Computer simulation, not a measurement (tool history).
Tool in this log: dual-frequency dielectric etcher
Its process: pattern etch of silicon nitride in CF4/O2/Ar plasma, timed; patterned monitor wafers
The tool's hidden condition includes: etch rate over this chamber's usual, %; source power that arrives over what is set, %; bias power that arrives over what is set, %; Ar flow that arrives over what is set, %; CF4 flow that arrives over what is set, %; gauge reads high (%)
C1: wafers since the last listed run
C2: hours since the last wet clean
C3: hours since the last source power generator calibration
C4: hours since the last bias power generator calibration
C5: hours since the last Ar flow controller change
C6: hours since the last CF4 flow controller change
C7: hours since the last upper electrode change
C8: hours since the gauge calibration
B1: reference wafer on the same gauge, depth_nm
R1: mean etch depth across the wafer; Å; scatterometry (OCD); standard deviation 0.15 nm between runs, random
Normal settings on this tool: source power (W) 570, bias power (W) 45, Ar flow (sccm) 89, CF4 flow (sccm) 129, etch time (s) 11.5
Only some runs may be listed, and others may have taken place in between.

run 1 hour=0.0 | source_power_(W)=570 bias_power_(W)=49 Ar_flow_(sccm)=89 CF4_flow_(sccm)=129 etch_time_(s)=11.5 | C1=0 C2=88.0 C3=1459.9 C4=3906.8 C5=151.8 C6=3149.8 C7=4124.1 C8=1138.6 | B1=23.80 | R1=214.0
run 2 hour=41.8 | source_power_(W)=570 bias_power_(W)=45 Ar_flow_(sccm)=100 CF4_flow_(sccm)=129 etch_time_(s)=11.5 | C1=653 C2=129.8 C3=1501.7 C4=3948.6 C5=193.6 C6=3191.6 C7=4165.9 C8=1180.4 | B1=23.81 | R1=203.9
run 3 hour=88.0 | source_power_(W)=570 bias_power_(W)=45 Ar_flow_(sccm)=106 CF4_flow_(sccm)=129 etch_time_(s)=11.5 | C1=721 C2=176.0 C3=1547.9 C4=3994.8 C5=239.8 C6=3237.8 C7=4212.1 C8=1226.6 | B1=23.83 | R1=201.1
-- hour=113.2 CF4 flow controller replaced
run 4 hour=119.8 | source_power_(W)=500 bias_power_(W)=50 Ar_flow_(sccm)=73 CF4_flow_(sccm)=129 etch_time_(s)=9.0 | C1=403 C2=207.8 C3=1579.7 C4=4026.6 C5=271.6 C6=6.6 C7=4243.9 C8=1258.4 | B1=23.80 | R1=153.6
run 5 hour=160.1 | source_power_(W)=480 bias_power_(W)=45 Ar_flow_(sccm)=97 CF4_flow_(sccm)=129 etch_time_(s)=11.5 | C1=629 C2=248.1 C3=1620.0 C4=4066.9 C5=311.9 C6=46.9 C7=4284.2 C8=1298.7 | B1=23.80 | R1=177.8
-- hour=171.1 bias power generator calibrated
run 6 hour=208.8 | source_power_(W)=570 bias_power_(W)=52 Ar_flow_(sccm)=89 CF4_flow_(sccm)=129 etch_time_(s)=9.5 | C1=698 C2=296.8 C3=1668.7 C4=37.7 C5=360.6 C6=95.6 C7=4332.9 C8=1347.4 | B1=23.80 | R1=173.8
-- hour=276.8 source power generator calibrated
-- hour=298.4 wet clean of the chamber
run 7 hour=298.9 | source_power_(W)=480 bias_power_(W)=48 Ar_flow_(sccm)=89 CF4_flow_(sccm)=118 etch_time_(s)=13.5 | C1=1007 C2=0.5 C3=22.1 C4=127.8 C5=450.7 C6=185.7 C7=4423.0 C8=1437.5 | B1=23.78 | R1=215.8
run 8 hour=311.4 | source_power_(W)=570 bias_power_(W)=45 Ar_flow_(sccm)=89 CF4_flow_(sccm)=129 etch_time_(s)=11.5 | C1=195 C2=13.0 C3=34.6 C4=140.3 C5=463.2 C6=198.2 C7=4435.5 C8=1450.0 | B1=23.81 | R1=206.6
run 9 hour=347.6 | source_power_(W)=570 bias_power_(W)=52 Ar_flow_(sccm)=106 CF4_flow_(sccm)=115 etch_time_(s)=13.0 | C1=565 C2=49.2 C3=70.8 C4=176.5 C5=499.4 C6=234.4 C7=4471.7 C8=1486.2 | B1=23.78 | R1=235.9
-- hour=392.0 gauge calibrated
-- hour=396.8 upper electrode replaced
run 10 hour=413.8 | source_power_(W)=570 bias_power_(W)=45 Ar_flow_(sccm)=89 CF4_flow_(sccm)=129 etch_time_(s)=11.5 | C1=659 C2=115.4 C3=137.0 C4=242.7 C5=565.6 C6=300.6 C7=17.0 C8=21.8 | B1=23.79 | R1=206.3
run 11 hour=447.2 | source_power_(W)=440 bias_power_(W)=52 Ar_flow_(sccm)=89 CF4_flow_(sccm)=139 etch_time_(s)=8.5 | C1=521 C2=148.8 C3=170.4 C4=276.1 C5=599.0 C6=334.0 C7=50.4 C8=55.2 | B1=23.82 | R1=133.2
run 12 hour=475.2 | source_power_(W)=570 bias_power_(W)=45 Ar_flow_(sccm)=89 CF4_flow_(sccm)=129 etch_time_(s)=11.5 | C1=437 C2=176.8 C3=198.4 C4=304.1 C5=627.0 C6=362.0 C7=78.4 C8=83.2 | B1=23.77 | R1=205.1
run 13 hour=542.0 | source_power_(W)=570 bias_power_(W)=41 Ar_flow_(sccm)=96 CF4_flow_(sccm)=129 etch_time_(s)=14.5 | C1=1043 C2=243.6 C3=265.2 C4=370.9 C5=693.8 C6=428.8 C7=145.2 C8=150.0 | B1=23.78 | R1=243.8
run 14 hour=574.6 | source_power_(W)=480 bias_power_(W)=48 Ar_flow_(sccm)=89 CF4_flow_(sccm)=118 etch_time_(s)=13.5 | C1=509 C2=276.2 C3=297.8 C4=403.5 C5=726.4 C6=461.4 C7=177.8 C8=182.6 | B1=23.82 | R1=211.6
run 15 hour=599.7 | source_power_(W)=570 bias_power_(W)=45 Ar_flow_(sccm)=89 CF4_flow_(sccm)=129 etch_time_(s)=11.5 | C1=392 C2=301.3 C3=322.9 C4=428.6 C5=751.5 C6=486.5 C7=202.9 C8=207.7 | B1=23.80 | R1=201.1
run 16 hour=629.0 | source_power_(W)=500 bias_power_(W)=45 Ar_flow_(sccm)=104 CF4_flow_(sccm)=150 etch_time_(s)=14.5 | C1=457 C2=330.6 C3=352.2 C4=457.9 C5=780.8 C6=515.8 C7=232.2 C8=237.0 | B1=23.78 | R1=229.2
-- hour=666.9 wet clean of the chamber
run 17 hour=698.5 | source_power_(W)=570 bias_power_(W)=52 Ar_flow_(sccm)=89 CF4_flow_(sccm)=129 etch_time_(s)=11.5 | C1=710 C2=31.6 C3=421.7 C4=527.4 C5=850.3 C6=585.3 C7=301.7 C8=306.5 | B1=23.78 | R1=221.1
run 18 hour=738.0 | source_power_(W)=680 bias_power_(W)=45 Ar_flow_(sccm)=81 CF4_flow_(sccm)=139 etch_time_(s)=9.0 | C1=617 C2=71.1 C3=461.2 C4=566.9 C5=889.8 C6=624.8 C7=341.2 C8=346.0 | B1=23.78 | R1=190.5
run 19 hour=778.9 | source_power_(W)=570 bias_power_(W)=45 Ar_flow_(sccm)=89 CF4_flow_(sccm)=129 etch_time_(s)=11.5 | C1=639 C2=112.0 C3=502.1 C4=607.8 C5=930.7 C6=665.7 C7=382.1 C8=386.9 | B1=23.82 | R1=207.0
run 20 hour=825.9 | source_power_(W)=570 bias_power_(W)=45 Ar_flow_(sccm)=89 CF4_flow_(sccm)=129 etch_time_(s)=10.5 | C1=734 C2=159.0 C3=549.1 C4=654.8 C5=977.7 C6=712.7 C7=429.1 C8=433.9 | B1=23.81 | R1=189.4

5 ways to go on from here, each from the tool as it stands after run 20. What would each give?
run A hour=826.3 | source_power_(W)=700 bias_power_(W)=45 Ar_flow_(sccm)=89 CF4_flow_(sccm)=129 etch_time_(s)=11.5 | C1=6 C2=159.4 C3=549.5 C4=655.2 C5=978.1 C6=713.1 C7=429.5 C8=434.3 | B1=? | R1=?
run B hour=826.3 | source_power_(W)=570 bias_power_(W)=39 Ar_flow_(sccm)=89 CF4_flow_(sccm)=129 etch_time_(s)=11.5 | C1=6 C2=159.4 C3=549.5 C4=655.2 C5=978.1 C6=713.1 C7=429.5 C8=434.3 | B1=? | R1=?
run C hour=826.3 | source_power_(W)=620 bias_power_(W)=40 Ar_flow_(sccm)=100 CF4_flow_(sccm)=142 etch_time_(s)=11.5 | C1=6 C2=159.4 C3=549.5 C4=655.2 C5=978.1 C6=713.1 C7=429.5 C8=434.3 | B1=? | R1=?
run D hour=826.3 | source_power_(W)=460 bias_power_(W)=45 Ar_flow_(sccm)=89 CF4_flow_(sccm)=141 etch_time_(s)=15.0 | C1=6 C2=159.4 C3=549.5 C4=655.2 C5=978.1 C6=713.1 C7=429.5 C8=434.3 | B1=? | R1=?
run E hour=826.3 | source_power_(W)=570 bias_power_(W)=45 Ar_flow_(sccm)=89 CF4_flow_(sccm)=129 etch_time_(s)=9.0 | C1=6 C2=159.4 C3=549.5 C4=655.2 C5=978.1 C6=713.1 C7=429.5 C8=434.3 | B1=? | R1=?

run=A B1=23.80 R1=244.5
run=B B1=23.80 R1=200.9
run=C B1=23.80 R1=215.4
run=D B1=23.80 R1=236.4
run=E B1=23.80 R1=163.9
With the hidden condition removed and each run's random variation left untouched, the same runs would have given:
run=A R1=248.7
run=B R1=204.4
run=C R1=219.1
run=D R1=240.5
run=E R1=166.7
